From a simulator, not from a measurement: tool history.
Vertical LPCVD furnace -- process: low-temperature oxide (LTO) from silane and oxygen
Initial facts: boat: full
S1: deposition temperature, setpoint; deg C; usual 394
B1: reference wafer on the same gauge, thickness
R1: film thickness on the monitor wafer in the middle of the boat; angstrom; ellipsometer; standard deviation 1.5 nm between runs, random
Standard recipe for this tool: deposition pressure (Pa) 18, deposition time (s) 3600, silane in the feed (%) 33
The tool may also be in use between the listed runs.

Run 1, day 0: usual settings but silane in the feed (%) 32; B1 309.13. Result: R1 2623.2 angstrom.
Run 2, day 4.483: usual settings; B1 309.28. Result: R1 2742.8 angstrom.
Run 3, day 8.525: usual settings; B1 309.16. Result: R1 2739.5 angstrom.
Run 4, day 12.512: usual settings; B1 308.28. Result: R1 2731.1 angstrom.
Run 5, day 14.342: usual settings; B1 309.12. Result: R1 2745.4 angstrom.
Run 6, day 15.858: usual settings; B1 309.19. Result: R1 2764.4 angstrom.
Run 7, day 19.996: usual settings; B1 308.88. Result: R1 2767.9 angstrom.
Run 8, day 23.612: usual settings but deposition time (s) 3030, silane in the feed (%) 35; B1 308.56. Result: R1 2464.9 angstrom.
Run 9, day 25.633: usual settings but deposition time (s) 3030, silane in the feed (%) 35; B1 309.12. Result: R1 2483.2 angstrom.
At day 27.921: gauge calibrated.
Run 10, day 37.229: usual settings but deposition time (s) 3030, silane in the feed (%) 35; B1 308.45. Result: R1 2466 angstrom.
Run 11, day 39.404: usual settings but deposition time (s) 4500, silane in the feed (%) 28; B1 308.74. Result: R1 2681.7 angstrom.
Run 12, day 42.379: usual settings but S1 387 deg C, deposition pressure (Pa) 14, deposition time (s) 2400; B1 308.65. Result: R1 1270.2 angstrom.
At day 46.762: thermocouples replaced and temperature profile calibrated.
Run 13, day 46.783: usual settings but S1 389 deg C, deposition pressure (Pa) 21.3, deposition time (s) 4320, silane in the feed (%) 27; B1 308.64. Result: R1 2564.7 angstrom.
Run 14, day 50.504: usual settings but S1 405 deg C, deposition pressure (Pa) 14.7, deposition time (s) 2340, silane in the feed (%) 31; B1 309.11. Result: R1 1409.2 angstrom.
Run 15, day 54.696: usual settings but S1 405 deg C, silane in the feed (%) 39; B1 308.17. Result: R1 3651.3 angstrom.
Run 16, day 57.562: usual settings but S1 405 deg C, deposition pressure (Pa) 15.3; B1 309.55. Result: R1 2498.4 angstrom.
At day 59.571: silane flow controller replaced.
Run 17, day 59.592: usual settings but S1 384 deg C, deposition pressure (Pa) 16, deposition time (s) 4950, silane in the feed (%) 28; B1 309.53. Result: R1 2188.3 angstrom.
Run 18, day 63.258: usual settings but S1 404 deg C, deposition time (s) 5010; B1 308.67. Result: R1 4049.4 angstrom.
At day 64.512: pressure gauge zeroed.
Run 19, day 65.325: usual settings; B1 308.65. Result: R1 2765.5 angstrom.
Run 20, day 69.317: usual settings; B1 309.4. Result: R1 2739.8 angstrom.
Run 21, day 72.846: usual settings; B1 309.3. Result: R1 2755.2 angstrom.
Run 22, day 74.379: usual settings but deposition pressure (Pa) 15.3, deposition time (s) 4110, silane in the feed (%) 31; B1 309.09. Result: R1 2462.2 angstrom.
Run 23, day 77.75: usual settings but deposition time (s) 3990; B1 308.99. Result: R1 3081.5 angstrom.
Run 24, day 81.562: usual settings; B1 308.69. Result: R1 2785.2 angstrom.
Run 25, day 83.1: usual settings but deposition pressure (Pa) 14, silane in the feed (%) 37; B1 308.94. Result: R1 2529.7 angstrom.
Run 26, day 84.771: usual settings but S1 386 deg C, deposition pressure (Pa) 19.3, deposition time (s) 2460, silane in the feed (%) 29; B1 309.09. Result: R1 1518.8 angstrom.
Run 27, day 87.546: usual settings but S1 383 deg C, deposition time (s) 4680; B1 309.19. Result: R1 3203.7 angstrom.
Run 28, day 89.538: usual settings but S1 402 deg C, deposition pressure (Pa) 20.7, silane in the feed (%) 35; B1 308.95. Result: R1 3772.3 angstrom.
Run 29, day 93.212: usual settings but S1 389 deg C, deposition pressure (Pa) 21.3, deposition time (s) 4320, silane in the feed (%) 27; B1 308.92. Result: R1 2768.8 angstrom.
Run 30, day 97.058: usual settings but S1 387 deg C, deposition pressure (Pa) 16; B1 309.27. Result: R1 2293.5 angstrom.

Below are 5 alternative next runs, each starting from the tool's condition after run 30. Predict each:
Run A, day 97.296: usual settings; B1 ?. Result: R1 ?.
Run B, day 97.296: usual settings but S1 387 deg C; B1 ?. Result: R1 ?.
Run C, day 97.296: usual settings but silane in the feed (%) 30; B1 ?. Result: R1 ?.
Run D, day 97.296: usual settings but S1 404 deg C, deposition time (s) 3090; B1 ?. Result: R1 ?.
Run E, day 97.296: usual settings but deposition pressure (Pa) 16; B1 ?. Result: R1 ?.

run      B1      R1
  A  308.47  2777.7
  B  308.47  2555.5
  C  308.47  2423.1
  D  308.47  2675.5
  E  308.47  2468.3
Had the tool no hidden state, the same runs would have come out as:
run      R1
  A  2671.7
  B  2455.2
  C  2328.4
  D  2577.4
  E  2374.9
